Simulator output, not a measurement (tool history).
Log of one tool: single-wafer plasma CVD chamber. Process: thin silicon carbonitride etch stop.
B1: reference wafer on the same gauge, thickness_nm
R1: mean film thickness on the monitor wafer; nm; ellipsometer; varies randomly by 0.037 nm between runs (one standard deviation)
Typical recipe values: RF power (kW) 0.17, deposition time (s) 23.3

run 1 hour=0 | RF_power_(kW)=0.195 deposition_time_(s)=25.3 | B1=10.604 | R1=12.509
run 2 hour=67.3 | RF_power_(kW)=0.195 deposition_time_(s)=25.3 | B1=10.6 | R1=12.536
run 3 hour=108.8 | RF_power_(kW)=0.155 deposition_time_(s)=23.3 | B1=10.597 | R1=11
run 4 hour=136.8 | RF_power_(kW)=0.155 deposition_time_(s)=23.3 | B1=10.61 | R1=10.99
run 5 hour=194.6 | RF_power_(kW)=0.17 deposition_time_(s)=21.8 | B1=10.601 | R1=10.481
run 6 hour=260.5 | RF_power_(kW)=0.17 deposition_time_(s)=23.3 | B1=10.606 | R1=11.195
run 7 hour=316.1 | RF_power_(kW)=0.17 deposition_time_(s)=23.3 | B1=10.597 | R1=11.132
run 8 hour=376.7 | RF_power_(kW)=0.17 deposition_time_(s)=23.3 | B1=10.598 | R1=11.148
-- hour=400.8 thermocouple changed; heater temperature recalibrated
run 9 hour=436 | RF_power_(kW)=0.17 deposition_time_(s)=23.3 | B1=10.61 | R1=11.166
run 10 hour=463.4 | RF_power_(kW)=0.185 deposition_time_(s)=25.1 | B1=10.592 | R1=12.209
-- hour=608.8 showerhead replaced, of another model than before
run 11 hour=616.2 | RF_power_(kW)=0.185 deposition_time_(s)=25.1 | B1=10.601 | R1=12.133
run 12 hour=658.8 | RF_power_(kW)=0.17 deposition_time_(s)=23.3 | B1=10.602 | R1=11.025
run 13 hour=705.3 | RF_power_(kW)=0.15 deposition_time_(s)=23.3 | B1=10.598 | R1=10.673
run 14 hour=766 | RF_power_(kW)=0.155 deposition_time_(s)=25.6 | B1=10.598 | R1=11.782
run 15 hour=822.8 | RF_power_(kW)=0.17 deposition_time_(s)=19.9 | B1=10.595 | R1=9.315
-- hour=824.8 gauge calibrated
run 16 hour=865.2 | RF_power_(kW)=0.17 deposition_time_(s)=23.3 | B1=10.597 | R1=10.878
-- hour=903.1 RF generator calibrated
run 17 hour=928.1 | RF_power_(kW)=0.195 deposition_time_(s)=25.4 | B1=10.598 | R1=12.67
run 18 hour=958.8 | RF_power_(kW)=0.17 deposition_time_(s)=20.7 | B1=10.596 | R1=10.004
run 19 hour=1013.9 | RF_power_(kW)=0.185 deposition_time_(s)=23.3 | B1=10.6 | R1=11.454
run 20 hour=1061 | RF_power_(kW)=0.2 deposition_time_(s)=20.8 | B1=10.606 | R1=10.433
run 21 hour=1089 | RF_power_(kW)=0.17 deposition_time_(s)=23.3 | B1=10.602 | R1=11.162
run 22 hour=1135.6 | RF_power_(kW)=0.15 deposition_time_(s)=26.4 | B1=10.591 | R1=12.327
run 23 hour=1201 | RF_power_(kW)=0.17 deposition_time_(s)=23.3 | B1=10.6 | R1=11.182
run 24 hour=1232.7 | RF_power_(kW)=0.15 deposition_time_(s)=20.5 | B1=10.605 | R1=9.515
run 25 hour=1286.4 | RF_power_(kW)=0.17 deposition_time_(s)=23.3 | B1=10.604 | R1=11.124

Per-run results on a tool with no hidden state, each run keeping its own random variation:
The tool's hidden condition here consists of: wafer temperature above the value expected at the setpoint (K); delivered RF power above the setpoint (%); gauge reads high (%).
run=1 R1=12.519
run=2 R1=12.554
run=3 R1=11.02
run=4 R1=11.014
run=5 R1=10.511
run=6 R1=11.238
run=7 R1=11.185
run=8 R1=11.213
run=9 R1=11.245
run=10 R1=12.303
run=11 R1=12.333
run=12 R1=11.226
run=13 R1=10.89
run=14 R1=12.055
run=15 R1=9.558
run=16 R1=11.187
run=17 R1=12.681
run=18 R1=10.013
run=19 R1=11.467
run=20 R1=10.448
run=21 R1=11.18
run=22 R1=12.353
run=23 R1=11.214
run=24 R1=9.547
run=25 R1=11.171

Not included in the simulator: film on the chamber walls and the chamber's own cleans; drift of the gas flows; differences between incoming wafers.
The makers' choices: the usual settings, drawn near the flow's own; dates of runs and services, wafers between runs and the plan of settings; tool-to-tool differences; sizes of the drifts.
